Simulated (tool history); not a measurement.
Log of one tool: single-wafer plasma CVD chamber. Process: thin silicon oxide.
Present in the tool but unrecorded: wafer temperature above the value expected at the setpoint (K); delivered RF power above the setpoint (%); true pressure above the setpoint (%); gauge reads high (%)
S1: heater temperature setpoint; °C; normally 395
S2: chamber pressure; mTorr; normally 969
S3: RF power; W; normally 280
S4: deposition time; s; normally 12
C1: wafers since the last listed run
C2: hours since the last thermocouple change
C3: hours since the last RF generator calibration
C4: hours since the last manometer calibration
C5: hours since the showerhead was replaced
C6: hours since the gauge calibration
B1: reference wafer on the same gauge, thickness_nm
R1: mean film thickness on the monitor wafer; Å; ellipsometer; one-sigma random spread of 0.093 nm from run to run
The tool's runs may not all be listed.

run 1 day=0 | S1=400 S2=969 S3=280 S4=12 | C1=0 C2=81.4 C3=438.2 C4=1054.7 C5=4363.9 C6=700.2 | B1=17.885 | R1=213
run 2 day=1.712 | S1=395 S2=1036 S3=280 S4=12 | C1=805 C2=122.5 C3=479.3 C4=1095.8 C5=4405 C6=741.3 | B1=17.888 | R1=225.15
run 3 day=4.329 | S1=395 S2=1036 S3=280 S4=12 | C1=1230 C2=185.3 C3=542.1 C4=1158.6 C5=4467.8 C6=804.1 | B1=17.893 | R1=226.48
run 4 day=6.338 | S1=395 S2=969 S3=280 S4=12 | C1=944 C2=233.5 C3=590.3 C4=1206.8 C5=4516 C6=852.3 | B1=17.932 | R1=214.83
run 5 day=9.225 | S1=395 S2=969 S3=280 S4=12 | C1=1358 C2=302.8 C3=659.6 C4=1276.1 C5=4585.3 C6=921.6 | B1=17.916 | R1=213.52
run 6 day=11.55 | S1=402 S2=969 S3=280 S4=12 | C1=1093 C2=358.6 C3=715.4 C4=1331.9 C5=4641.1 C6=977.4 | B1=17.913 | R1=212.43
run 7 day=14.242 | S1=395 S2=969 S3=280 S4=12 | C1=1265 C2=423.2 C3=780 C4=1396.5 C5=4705.7 C6=1042 | B1=17.927 | R1=213.59
run 8 day=22.846 | S1=395 S2=969 S3=300 S4=12 | C1=4046 C2=629.7 C3=986.5 C4=1603 C5=4912.2 C6=1248.5 | B1=17.927 | R1=217.79
run 9 day=24.004 | S1=395 S2=969 S3=280 S4=11.2 | C1=544 C2=657.5 C3=1014.3 C4=1630.8 C5=4940 C6=1276.3 | B1=17.903 | R1=198.63
run 10 day=26.346 | S1=395 S2=969 S3=280 S4=11.2 | C1=1101 C2=713.7 C3=1070.5 C4=1687 C5=4996.2 C6=1332.5 | B1=17.929 | R1=199.33
run 11 day=27.904 | S1=395 S2=902 S3=245 S4=12 | C1=732 C2=751.1 C3=1107.9 C4=1724.4 C5=5033.6 C6=1369.9 | B1=17.889 | R1=184.04
run 12 day=29.304 | S1=404 S2=803 S3=230 S4=12 | C1=658 C2=784.7 C3=1141.5 C4=1758 C5=5067.2 C6=1403.5 | B1=17.879 | R1=154.89
-- day=31.796 thermocouple changed; heater temperature recalibrated
-- day=32.862 RF generator calibrated
run 13 day=35.046 | S1=406 S2=887 S3=335 S4=13.6 | C1=2386 C2=78 C3=52.4 C4=1895.8 C5=5205 C6=1541.3 | B1=17.866 | R1=242.64
run 14 day=36.729 | S1=395 S2=969 S3=280 S4=12 | C1=791 C2=118.4 C3=92.8 C4=1936.2 C5=5245.4 C6=1581.7 | B1=17.902 | R1=218.42
-- day=37.421 gauge calibrated
run 15 day=39.65 | S1=395 S2=969 S3=280 S4=12 | C1=1373 C2=188.5 C3=162.9 C4=2006.3 C5=5315.5 C6=53.5 | B1=17.904 | R1=217.96

For run 16, what comes out?
-- day=42.45 showerhead replaced
run 16 day=42.612 | S1=395 S2=1098 S3=280 S4=12 | C1=1236 C2=259.6 C3=234 C4=2077.4 C5=3.9 C6=124.6 | B1=? | R1=?

For run 16 the tool returned B1 17.933, R1 241.84 Å.
The same run, on a tool lacking any hidden state, would have yielded R1 246.64 Å.
